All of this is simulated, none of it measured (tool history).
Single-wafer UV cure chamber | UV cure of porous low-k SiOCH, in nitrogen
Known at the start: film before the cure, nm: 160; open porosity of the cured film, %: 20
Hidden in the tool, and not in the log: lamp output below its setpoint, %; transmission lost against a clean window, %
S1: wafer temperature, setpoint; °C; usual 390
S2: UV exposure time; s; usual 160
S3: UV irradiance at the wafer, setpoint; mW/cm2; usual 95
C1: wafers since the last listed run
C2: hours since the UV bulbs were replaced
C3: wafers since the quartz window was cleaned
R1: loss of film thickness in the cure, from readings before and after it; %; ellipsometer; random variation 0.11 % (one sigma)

run   hour   S1   S2  S3   C1      C2    C3      R1
  1      0  386  160  95    0     661   250  11.201
  2   63.3  390  160  95  289   724.3   539  11.174
  3  107.3  390  160  95  201   768.3   740  11.138
  4  176.1  390  160  95  314   837.1  1055  11.033
  5  230.5  390  160  95  248   891.5  1303  10.917
  6  296.6  390  100  95  302   957.6  1605   8.793
  7  323.7  390  225  95  123   984.7  1729  12.606
  8  379.5  390  160  95  254  1040.5  1984  10.804
  9  450.3  390  160  95  323  1111.3  2308  10.766
     475.6  -- UV bulbs replaced
 10  477.1  401  160  85   85     1.5  2394  10.458
 11  513.2  401  160  85  164    37.6  2558  10.398
 12  568.2  401  160  85  251    92.6  2810  10.331
 13  607.1  390  160  95  177   131.5  2988  10.662
     657.8  -- quartz window cleaned
 14  658.3  390  160  95  197   182.7     2  11.154
 15  687.9  390  160  95  135   212.3   137  10.934
 16  757.7  407  130  68  318   282.1   456   8.913
 17  784.3  390  160  95  121   308.7   577   11.16
 18  833.5  390  230  95  224   357.9   802   12.82
 19  879.5  399   90  59  210   403.9  1012     6.4
 20  929.1  375  160  95  226   453.5  1239  10.589

The next listed run, before its measurement:
 21  989.8  407  130  68  277  514.2  1516   ?

{"run 21": {"R1": 8.752}}
Without the tool's hidden state the same run would have given R1 9.059 %.
